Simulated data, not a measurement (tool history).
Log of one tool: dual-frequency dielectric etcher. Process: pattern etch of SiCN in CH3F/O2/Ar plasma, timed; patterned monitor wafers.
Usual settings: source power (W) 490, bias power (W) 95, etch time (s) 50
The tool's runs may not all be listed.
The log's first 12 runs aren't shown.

| run | hour | source power (W) | bias power (W) | etch time (s) | read-back reference wafer on the same gauge, depth_nm | mean etch depth across the wafer (nm) |
|---|---|---|---|---|---|---|
| 13 | 624.5 | 530 | 95 | 50 | 22.22 | 21.11 |
| 14 | 648.6 | 530 | 95 | 50 | 22.21 | 21.14 |
| 15 | 694.6 | 490 | 95 | 50 | 22.21 | 20.38 |
| 16 | 747.9 | 550 | 95 | 50 | 22.19 | 21.54 |
| 17 | 778.4 | 580 | 72 | 50 | 22.19 | 20.7 |
|  | 818.6 | gauge calibrated |
|  | 835.9 | source power generator calibrated |
| 18 | 838.1 | 490 | 95 | 60 | 22.22 | 24.71 |
| 19 | 881.2 | 490 | 95 | 50 | 22.19 | 20.59 |
| 20 | 919.2 | 490 | 95 | 50 | 22.21 | 20.71 |
|  | 966.4 | wet clean of the chamber |
| 21 | 966.9 | 490 | 95 | 61.5 | 22.2 | 25.44 |
|  | 984.8 | bias power generator calibrated |
| 22 | 1021.2 | 490 | 88 | 50 | 22.21 | 20.33 |
| 23 | 1075 | 420 | 81 | 46 | 22.21 | 17.09 |
|  | 1103 | source power generator calibrated, repeated, since the last time left the tool worse |
| 24 | 1115.6 | 490 | 95 | 50 | 22.21 | 20.13 |
| 25 | 1178.4 | 410 | 95 | 45 | 22.2 | 16.67 |
| 26 | 1235.5 | 610 | 76 | 61.5 | 22.22 | 26.04 |
| 27 | 1265.1 | 410 | 88 | 40.5 | 22.19 | 14.8 |
| 28 | 1292.2 | 540 | 95 | 63.5 | 22.21 | 26.83 |
| 29 | 1353.8 | 530 | 102 | 55.5 | 22.18 | 23.68 |
|  | 1384.8 | wet clean of the chamber |
| 30 | 1402.1 | 390 | 89 | 58 | 22.2 | 20.73 |

3 ways to go on from here, each from the tool as it stands after run 30. What would each give?
| A | 1402.5 | 490 | 95 | 50 | ? | ? |
| B | 1402.5 | 540 | 83 | 59.5 | ? | ? |
| C | 1402.5 | 530 | 95 | 54 | ? | ? |

| run | read-back reference wafer on the same gauge, depth_nm | mean etch depth across the wafer (nm) |
|---|---|---|
| A | 22.2 | 20.29 |
| B | 22.2 | 24.46 |
| C | 22.2 | 22.72 |
Without the tool's hidden state the same runs would have given:
| run | mean etch depth across the wafer (nm) |
|---|---|
| A | 20.18 |
| B | 24.32 |
| C | 22.59 |

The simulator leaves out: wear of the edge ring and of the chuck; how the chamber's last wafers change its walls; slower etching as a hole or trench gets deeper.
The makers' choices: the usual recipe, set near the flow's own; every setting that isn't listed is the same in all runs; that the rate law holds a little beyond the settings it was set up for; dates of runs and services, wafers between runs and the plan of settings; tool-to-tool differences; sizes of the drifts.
